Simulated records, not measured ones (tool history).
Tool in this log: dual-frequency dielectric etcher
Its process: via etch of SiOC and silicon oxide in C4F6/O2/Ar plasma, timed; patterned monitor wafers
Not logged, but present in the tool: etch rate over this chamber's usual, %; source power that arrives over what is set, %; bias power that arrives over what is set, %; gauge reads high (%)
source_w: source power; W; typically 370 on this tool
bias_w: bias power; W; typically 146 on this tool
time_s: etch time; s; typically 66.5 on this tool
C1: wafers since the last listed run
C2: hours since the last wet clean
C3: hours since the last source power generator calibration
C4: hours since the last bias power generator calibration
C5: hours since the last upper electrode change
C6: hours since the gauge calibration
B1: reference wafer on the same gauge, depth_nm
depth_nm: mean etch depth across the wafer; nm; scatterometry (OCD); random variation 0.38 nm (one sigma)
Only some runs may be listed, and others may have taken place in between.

{"run": 1, "day": 0.0, "source_w": 370, "bias_w": 146, "time_s": 66.5, "C1": 0, "C2": 225.2, "C3": 2878.2, "C4": 3359.7, "C5": 3904.9, "C6": 466.6, "B1": 81, "depth_nm": 73.8}
{"run": 2, "day": 3.617, "source_w": 370, "bias_w": 146, "time_s": 66.5, "C1": 709, "C2": 312, "C3": 2965, "C4": 3446.5, "C5": 3991.7, "C6": 553.4, "B1": 81, "depth_nm": 74.3}
{"day": 4.7, "done": "wet clean of the chamber"}
{"run": 3, "day": 8.029, "source_w": 370, "bias_w": 146, "time_s": 66.5, "C1": 669, "C2": 79.9, "C3": 3070.9, "C4": 3552.4, "C5": 4097.6, "C6": 659.3, "B1": 80.9, "depth_nm": 71.5}
{"run": 4, "day": 9.962, "source_w": 370, "bias_w": 146, "time_s": 66.5, "C1": 379, "C2": 126.3, "C3": 3117.3, "C4": 3598.8, "C5": 4144, "C6": 705.7, "B1": 81, "depth_nm": 71.6}
{"run": 5, "day": 13.992, "source_w": 370, "bias_w": 146, "time_s": 66.5, "C1": 789, "C2": 223, "C3": 3214, "C4": 3695.5, "C5": 4240.7, "C6": 802.4, "B1": 80.8, "depth_nm": 73}
{"day": 17.738, "done": "source power generator calibrated"}
{"run": 6, "day": 18.317, "source_w": 370, "bias_w": 146, "time_s": 66.5, "C1": 815, "C2": 326.8, "C3": 13.9, "C4": 3799.3, "C5": 4344.5, "C6": 906.2, "B1": 81.2, "depth_nm": 73.4}
{"day": 20.104, "done": "wet clean of the chamber"}
{"run": 7, "day": 21.242, "source_w": 370, "bias_w": 146, "time_s": 55, "C1": 377, "C2": 27.3, "C3": 84.1, "C4": 3869.5, "C5": 4414.7, "C6": 976.4, "B1": 81.1, "depth_nm": 58.6}
{"run": 8, "day": 22.958, "source_w": 370, "bias_w": 146, "time_s": 55, "C1": 336, "C2": 68.5, "C3": 125.3, "C4": 3910.7, "C5": 4455.9, "C6": 1017.6, "B1": 80.9, "depth_nm": 59}
{"run": 9, "day": 25.25, "source_w": 420, "bias_w": 128, "time_s": 79, "C1": 449, "C2": 123.5, "C3": 180.3, "C4": 3965.7, "C5": 4510.9, "C6": 1072.6, "B1": 80.9, "depth_nm": 87.1}
{"day": 25.725, "done": "gauge calibrated"}
{"day": 28.496, "done": "upper electrode replaced"}
{"run": 10, "day": 29.412, "source_w": 400, "bias_w": 124, "time_s": 82.5, "C1": 620, "C2": 223.4, "C3": 280.2, "C4": 4065.6, "C5": 22, "C6": 88.5, "B1": 81, "depth_nm": 89.7}
{"run": 11, "day": 32.288, "source_w": 370, "bias_w": 146, "time_s": 66.5, "C1": 563, "C2": 292.4, "C3": 349.2, "C4": 4134.6, "C5": 91, "C6": 157.5, "B1": 80.9, "depth_nm": 73.7}
{"day": 34.662, "done": "bias power generator calibrated"}
{"day": 36.529, "done": "wet clean of the chamber"}
{"run": 12, "day": 36.55, "source_w": 370, "bias_w": 146, "time_s": 66.5, "C1": 606, "C2": 0.5, "C3": 451.5, "C4": 45.3, "C5": 193.3, "C6": 259.8, "B1": 81.1, "depth_nm": 70.2}
{"run": 13, "day": 39.562, "source_w": 370, "bias_w": 127, "time_s": 59.5, "C1": 590, "C2": 72.8, "C3": 523.8, "C4": 117.6, "C5": 265.6, "C6": 332.1, "B1": 81, "depth_nm": 61.9}
{"run": 14, "day": 42.583, "source_w": 370, "bias_w": 160, "time_s": 66.5, "C1": 592, "C2": 145.3, "C3": 596.3, "C4": 190.1, "C5": 338.1, "C6": 404.6, "B1": 81, "depth_nm": 73.1}
{"run": 15, "day": 46.054, "source_w": 370, "bias_w": 134, "time_s": 58.5, "C1": 680, "C2": 228.6, "C3": 679.6, "C4": 273.4, "C5": 421.4, "C6": 487.9, "B1": 81, "depth_nm": 62.4}
{"run": 16, "day": 48.079, "source_w": 300, "bias_w": 146, "time_s": 60.5, "C1": 397, "C2": 277.2, "C3": 728.2, "C4": 322, "C5": 470, "C6": 536.5, "B1": 81, "depth_nm": 61.4}

Alternative continuations, all from the tool just after run 16; predict every row:
{"run": "A", "day": 48.096, "source_w": 370, "bias_w": 146, "time_s": 85, "C1": 3, "C2": 277.6, "C3": 728.6, "C4": 322.4, "C5": 470.4, "C6": 536.9, "B1": "?", "depth_nm": "?"}
{"run": "B", "day": 48.096, "source_w": 430, "bias_w": 165, "time_s": 49.5, "C1": 3, "C2": 277.6, "C3": 728.6, "C4": 322.4, "C5": 470.4, "C6": 536.9, "B1": "?", "depth_nm": "?"}
{"run": "C", "day": 48.096, "source_w": 420, "bias_w": 128, "time_s": 78.5, "C1": 3, "C2": 277.6, "C3": 728.6, "C4": 322.4, "C5": 470.4, "C6": 536.9, "B1": "?", "depth_nm": "?"}

run=A B1=81 depth_nm=94.3
run=B B1=81 depth_nm=60.2
run=C B1=81 depth_nm=88.7
With no hidden state in the tool, these same runs would have given:
run=A depth_nm=91.4
run=B depth_nm=58.4
run=C depth_nm=86.1
